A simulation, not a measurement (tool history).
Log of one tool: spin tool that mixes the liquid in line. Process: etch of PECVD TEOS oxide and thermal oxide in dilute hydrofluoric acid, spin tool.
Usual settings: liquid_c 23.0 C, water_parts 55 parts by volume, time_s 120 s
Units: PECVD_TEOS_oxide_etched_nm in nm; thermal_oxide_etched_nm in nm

run    hour  liquid_c  water_parts  time_s  wafers since the last listed run  hours since the thermometer was replaced  hours since the hydrofluoric acid flow meter was replaced  hours since the gauge calibration  read-back film thickness of the PECVD TEOS oxide reference wafer, read on the same gauge (nm)  read-back film thickness of the thermal oxide reference wafer, read on the same gauge (nm)  PECVD_TEOS_oxide_etched_nm  thermal_oxide_etched_nm
  1     0.0      23.0           55     120                                 0                                    1896.4                                                     1107.1                              557.5                                                                                         110.01                                                                                       80.02                       16.67                     9.81
  2    35.0      23.0           55     120                               432                                    1931.4                                                     1142.1                              592.5                                                                                         110.01                                                                                       80.03                       16.63                     9.96
  3    63.1      23.0           55     165                               347                                    1959.5                                                     1170.2                              620.6                                                                                         109.98                                                                                       79.97                       22.80                    13.58
  4   111.2      23.0           55     120                               594                                    2007.6                                                     1218.3                              668.7                                                                                         110.03                                                                                       80.00                       16.59                    10.01
  5   176.2      23.0           55     120                               802                                    2072.6                                                     1283.3                              733.7                                                                                         109.98                                                                                       80.01                       16.48                     9.98
  6   215.9      23.0           55      65                               490                                    2112.3                                                     1323.0                              773.4                                                                                         110.02                                                                                       80.00                        8.97                     5.41
      276.3  -- thermometer replaced
  7   285.4      26.5           55     120                               846                                       9.1                                                     1392.5                              842.9                                                                                         110.00                                                                                       80.01                       19.92                    12.23
  8   340.7      26.5           55     120                               683                                      64.4                                                     1447.8                              898.2                                                                                         110.05                                                                                       79.98                       20.03                    11.97
  9   410.9      21.5           55     120                               867                                     134.6                                                     1518.0                              968.4                                                                                         110.01                                                                                       79.99                       16.16                     9.79
 10   464.4      21.5           55     120                               660                                     188.1                                                     1571.5                             1021.9                                                                                         110.00                                                                                       80.02                       16.24                     9.96
      514.9  -- hydrofluoric acid flow meter replaced
 11   520.0      21.5           55     120                               674                                     243.7                                                        5.1                             1077.5                                                                                         110.04                                                                                       80.01                       16.24                     9.87
 12   579.3      23.0           65     120                               732                                     303.0                                                       64.4                             1136.8                                                                                         110.01                                                                                       79.99                       14.39                     8.65
      622.3  -- gauge calibrated
 13   623.9      21.5           55     120                               550                                     347.6                                                      109.0                                1.6                                                                                         109.97                                                                                       80.01                       16.31                     9.80
 14   678.0      24.5           65     120                               668                                     401.7                                                      163.1                               55.7                                                                                         109.97                                                                                       80.00                       15.36                     9.20
 15   734.6      23.0           55     120                               699                                     458.3                                                      219.7                              112.3                                                                                         110.00                                                                                       80.00                       17.25                    10.45
 16   805.6      27.0           85     150                               877                                     529.3                                                      290.7                              183.3                                                                                         109.99                                                                                       79.97                       15.62                     9.52
 17   863.9      23.0           55     120                               720                                     587.6                                                      349.0                              241.6                                                                                         109.97                                                                                       80.03                       17.29                    10.42
 18   923.2      21.5           45     120                               732                                     646.9                                                      408.3                              300.9                                                                                         110.02                                                                                       80.00                       19.79                    11.92
 19  1013.8      23.0           55     120                              1119                                     737.5                                                      498.9                              391.5                                                                                         109.94                                                                                       79.99                       17.13                    10.17
 20  1048.4      23.0           85     100                               427                                     772.1                                                      533.5                              426.1                                                                                         110.01                                                                                       79.99                        8.88                     5.32
 21  1116.0      23.0           55     120                               835                                     839.7                                                      601.1                              493.7                                                                                         110.02                                                                                       80.02                       17.01                    10.26
 22  1142.7      23.0           55     120                               329                                     866.4                                                      627.8                              520.4                                                                                         109.99                                                                                       80.02                       16.92                    10.22
 23  1176.5      21.0           55     120                               417                                     900.2                                                      661.6                              554.2                                                                                         110.02                                                                                       79.99                       15.65                     9.42
 24  1222.1      20.0           35     165                               563                                     945.8                                                      707.2                              599.8                                                                                         110.01                                                                                       80.00                       33.18                    19.72
 25  1262.6      20.5           55     120                               500                                     986.3                                                      747.7                              640.3                                                                                         110.00                                                                                       80.00                       15.35                     9.06
 26  1287.9      27.5           55      80                               312                                    1011.6                                                      773.0                              665.6                                                                                         109.96                                                                                       80.03                       13.57                     8.17

How the hidden state differs across the entries between the runs, from the last listed run before each to the first after it:
Between runs 6 and 7: thermometer replaced (hour 276.3)
  liquid colder than its thermometer reads (K): 1.45 -> 0.174
  measured less the result without the state, PECVD_TEOS_oxide_etched_nm: -0.56 -> -0.14 nm; thermal_oxide_etched_nm: -0.34 -> -0.09 nm
Between runs 10 and 11: hydrofluoric acid flow meter replaced (hour 514.9)
  liquid colder than its thermometer reads (K): 0.291 -> 0.328
  measured less the result without the state, PECVD_TEOS_oxide_etched_nm: -0.20 -> -0.22 nm; thermal_oxide_etched_nm: -0.12 -> -0.14 nm
Between runs 12 and 13: gauge calibrated (hour 622.3)
  liquid colder than its thermometer reads (K): 0.366 -> 0.395
  measured less the result without the state, PECVD_TEOS_oxide_etched_nm: -0.22 -> -0.28 nm; thermal_oxide_etched_nm: -0.13 -> -0.17 nm

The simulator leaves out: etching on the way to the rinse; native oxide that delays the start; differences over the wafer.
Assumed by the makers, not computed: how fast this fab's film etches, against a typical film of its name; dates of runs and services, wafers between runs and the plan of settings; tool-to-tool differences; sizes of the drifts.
